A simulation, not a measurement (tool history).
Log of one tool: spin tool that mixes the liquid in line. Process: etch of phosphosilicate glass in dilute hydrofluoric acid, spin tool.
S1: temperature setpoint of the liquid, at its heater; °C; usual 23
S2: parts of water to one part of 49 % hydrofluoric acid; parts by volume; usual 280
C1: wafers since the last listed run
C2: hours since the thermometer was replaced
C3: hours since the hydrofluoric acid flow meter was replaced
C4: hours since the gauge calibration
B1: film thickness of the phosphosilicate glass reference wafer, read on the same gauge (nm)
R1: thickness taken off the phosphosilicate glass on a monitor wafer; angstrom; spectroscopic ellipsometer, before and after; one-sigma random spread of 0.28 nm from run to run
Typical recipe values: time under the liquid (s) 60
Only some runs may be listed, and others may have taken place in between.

run 1 hour=0 | S1=23 S2=280 time_under_the_liquid_(s)=60 | C1=0 C2=791.4 C3=957.2 C4=159.8 | B1=50 | R1=352.4
run 2 hour=39.7 | S1=23 S2=280 time_under_the_liquid_(s)=60 | C1=518 C2=831.1 C3=996.9 C4=199.5 | B1=49.96 | R1=352
run 3 hour=79.7 | S1=23 S2=280 time_under_the_liquid_(s)=60 | C1=522 C2=871.1 C3=1036.9 C4=239.5 | B1=49.98 | R1=357.4
run 4 hour=127.3 | S1=23 S2=280 time_under_the_liquid_(s)=55 | C1=621 C2=918.7 C3=1084.5 C4=287.1 | B1=50.04 | R1=323.1
run 5 hour=180.5 | S1=23 S2=280 time_under_the_liquid_(s)=60 | C1=694 C2=971.9 C3=1137.7 C4=340.3 | B1=50.03 | R1=354.2
run 6 hour=281.7 | S1=23 S2=330 time_under_the_liquid_(s)=60 | C1=1321 C2=1073.1 C3=1238.9 C4=441.5 | B1=49.99 | R1=283.9
run 7 hour=335.8 | S1=23 S2=330 time_under_the_liquid_(s)=60 | C1=706 C2=1127.2 C3=1293 C4=495.6 | B1=50 | R1=282.7
run 8 hour=405.4 | S1=20.5 S2=280 time_under_the_liquid_(s)=60 | C1=908 C2=1196.8 C3=1362.6 C4=565.2 | B1=49.99 | R1=318.3
run 9 hour=450.3 | S1=20.5 S2=280 time_under_the_liquid_(s)=60 | C1=586 C2=1241.7 C3=1407.5 C4=610.1 | B1=49.99 | R1=323.2
run 10 hour=503.6 | S1=20.5 S2=280 time_under_the_liquid_(s)=60 | C1=695 C2=1295 C3=1460.8 C4=663.4 | B1=49.98 | R1=319
run 11 hour=588.6 | S1=23 S2=280 time_under_the_liquid_(s)=80 | C1=1109 C2=1380 C3=1545.8 C4=748.4 | B1=50.04 | R1=460.8
run 12 hour=627 | S1=26 S2=315 time_under_the_liquid_(s)=45 | C1=501 C2=1418.4 C3=1584.2 C4=786.8 | B1=49.99 | R1=246.3
run 13 hour=730.9 | S1=23 S2=365 time_under_the_liquid_(s)=60 | C1=1356 C2=1522.3 C3=1688.1 C4=890.7 | B1=49.98 | R1=241.9
run 14 hour=808.9 | S1=23 S2=280 time_under_the_liquid_(s)=60 | C1=1018 C2=1600.3 C3=1766.1 C4=968.7 | B1=49.99 | R1=348.9
-- hour=865.8 gauge calibrated
-- hour=940.3 thermometer replaced
run 15 hour=1066.5 | S1=25 S2=280 time_under_the_liquid_(s)=50 | C1=3350 C2=126.2 C3=2023.7 C4=200.7 | B1=49.97 | R1=300.4
-- hour=1070.1 hydrofluoric acid flow meter replaced
run 16 hour=1115 | S1=19 S2=165 time_under_the_liquid_(s)=45 | C1=620 C2=174.7 C3=44.9 C4=249.2 | B1=50.01 | R1=444.6
run 17 hour=1191 | S1=23 S2=280 time_under_the_liquid_(s)=40 | C1=992 C2=250.7 C3=120.9 C4=325.2 | B1=50 | R1=244.5
run 18 hour=1242.5 | S1=23 S2=280 time_under_the_liquid_(s)=60 | C1=672 C2=302.2 C3=172.4 C4=376.7 | B1=49.97 | R1=364.8
run 19 hour=1288.4 | S1=25 S2=420 time_under_the_liquid_(s)=60 | C1=599 C2=348.1 C3=218.3 C4=422.6 | B1=50.06 | R1=227.4
run 20 hour=1349.9 | S1=26 S2=175 time_under_the_liquid_(s)=45 | C1=803 C2=409.6 C3=279.8 C4=484.1 | B1=49.97 | R1=542

Describe how what the log doesn't record of the tool's condition differs between the last listed run preceding each entry between runs and the first listed run following it.
After run 14, before run 15: gauge calibrated (hour 865.8); thermometer replaced (hour 940.3)
  hydrofluoric acid flow below the setpoint (%): 4.85 -> 5.54
  measured minus no-state result, R1: -22.9 -> -22.9 angstrom
After run 15, before run 16: hydrofluoric acid flow meter replaced (hour 1070.1)
  hydrofluoric acid flow below the setpoint (%): 5.54 -> 0.41
  measured minus no-state result, R1: -22.9 -> -2.2 angstrom
